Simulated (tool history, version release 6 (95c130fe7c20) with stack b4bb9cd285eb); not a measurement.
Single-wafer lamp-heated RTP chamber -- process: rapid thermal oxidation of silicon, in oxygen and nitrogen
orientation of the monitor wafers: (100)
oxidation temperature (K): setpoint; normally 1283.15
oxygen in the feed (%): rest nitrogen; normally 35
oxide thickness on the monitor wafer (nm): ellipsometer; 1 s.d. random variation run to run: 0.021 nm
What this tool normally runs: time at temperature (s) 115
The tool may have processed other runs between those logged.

run     day  oxidation temperature (K)  time at temperature (s)  oxygen in the feed (%)  wafers since the last listed run  wafers since the last pyrometer calibration  hours since the oxygen flow controller was replaced  hours since the gauge calibration  read-back reference wafer on the same gauge, thickness  oxide thickness on the monitor wafer (nm)
  1   0.000                    1271.15                      115                      35                                 0                                         1193                                               2820.5                              566.0                                                   6.101                                      5.539
  2   2.033                    1283.15                      115                      35                               445                                         1638                                               2869.3                              614.8                                                   6.095                                      6.007
  3   3.900                    1274.15                      115                      35                               408                                         2046                                               2914.1                              659.6                                                   6.094                                      5.617
  4   6.867                    1274.15                      115                      35                               649                                         2696                                               2985.3                              730.8                                                   6.094                                      5.660
  5   8.508                    1283.15                       71                      35                               359                                         3055                                               3024.7                              770.2                                                   6.089                                      4.888
  6  10.483                    1283.15                      115                      35                               432                                         3487                                               3072.1                              817.6                                                   6.085                                      5.999
  7  13.346                    1283.15                      115                      35                               626                                         4114                                               3140.8                              886.3                                                   6.079                                      5.987
  8  16.096                    1283.15                      115                      35                               601                                         4716                                               3206.8                              952.3                                                   6.072                                      5.944
  9  18.854                    1283.15                      115                      35                               603                                         5320                                               3273.0                             1018.5                                                   6.068                                      5.974
 10  20.188                    1283.15                      115                      35                               291                                         5612                                               3305.0                             1050.5                                                   6.060                                      5.959
 11  21.400                    1283.15                      115                      35                               265                                         5877                                               3334.1                             1079.6                                                   6.056                                      5.987
 12  23.229                    1283.15                      115                      35                               400                                         6278                                               3378.0                             1123.5                                                   6.056                                      5.961
 13  25.304                    1283.15                      162                      48                               454                                         6732                                               3427.8                             1173.3                                                   6.046                                      7.705
 14  27.696                    1304.15                      115                      62                               523                                         7255                                               3485.2                             1230.7                                                   6.040                                      8.481
 15  28.958                    1283.15                      115                      35                               276                                         7532                                               3515.5                             1261.0                                                   6.027                                      5.931
 16  30.054                    1300.15                       81                      63                               239                                         7772                                               3541.8                             1287.3                                                   6.035                                      7.024
 17  31.925                    1283.15                      115                      59                               409                                         8181                                               3586.7                             1332.2                                                   6.024                                      7.106
 18  33.879                    1293.15                       98                      56                               427                                         8609                                               3633.6                             1379.1                                                   6.020                                      6.981
     34.733  -- gauge calibrated
 19  35.346                    1269.15                       60                      51                               321                                         8930                                               3668.8                               14.7                                                   6.136                                      4.712
 20  36.508                    1304.15                      160                      21                               254                                         9185                                               3696.7                               42.6                                                   6.135                                      6.785
     37.238  -- oxygen flow controller replaced
     37.912  -- pyrometer window cleaned and pyrometer calibrated
 21  45.467                    1283.15                      115                      35                              1815                                         1653                                                197.5                              257.6                                                   6.127                                      6.007
 22  47.762                    1312.15                       88                      27                               502                                         2155                                                252.6                              312.7                                                   6.128                                      6.002
 23  49.092                    1283.15                      115                      35                               290                                         2446                                                284.5                              344.6                                                   6.126                                      5.997
 24  51.033                    1283.15                      115                      17                               425                                         2871                                                331.1                              391.2                                                   6.127                                      4.758
 25  57.067                    1254.15                      115                      17                              1320                                         4192                                                475.9                              536.0                                                   6.118                                      3.952

Each row is a separate what-if for the run after 25, all from the same tool condition, not one after another. Results?
  A  57.083                    1283.15                      115                      23                                 3                                         4196                                                476.3                              536.4                                                       ?                                          ?
  B  57.083                    1313.15                      115                      35                                 3                                         4196                                                476.3                              536.4                                                       ?                                          ?
  C  57.083                    1283.15                      115                      56                                 3                                         4196                                                476.3                              536.4                                                       ?                                          ?
  D  57.083                    1255.15                       87                      35                                 3                                         4196                                                476.3                              536.4                                                       ?                                          ?
  E  57.083                    1283.15                      115                      52                                 3                                         4196                                                476.3                              536.4                                                       ?                                          ?

run  read-back reference wafer on the same gauge, thickness  oxide thickness on the monitor wafer (nm)
  A                                                   6.112                                      5.262
  B                                                   6.112                                      7.480
  C                                                   6.112                                      7.144
  D                                                   6.112                                      4.430
  E                                                   6.112                                      6.960
What these runs would have given with no unlogged condition in the tool:
run  oxide thickness on the monitor wafer (nm)
  A                                      5.265
  B                                      7.483
  C                                      7.147
  D                                      4.432
  E                                      6.963
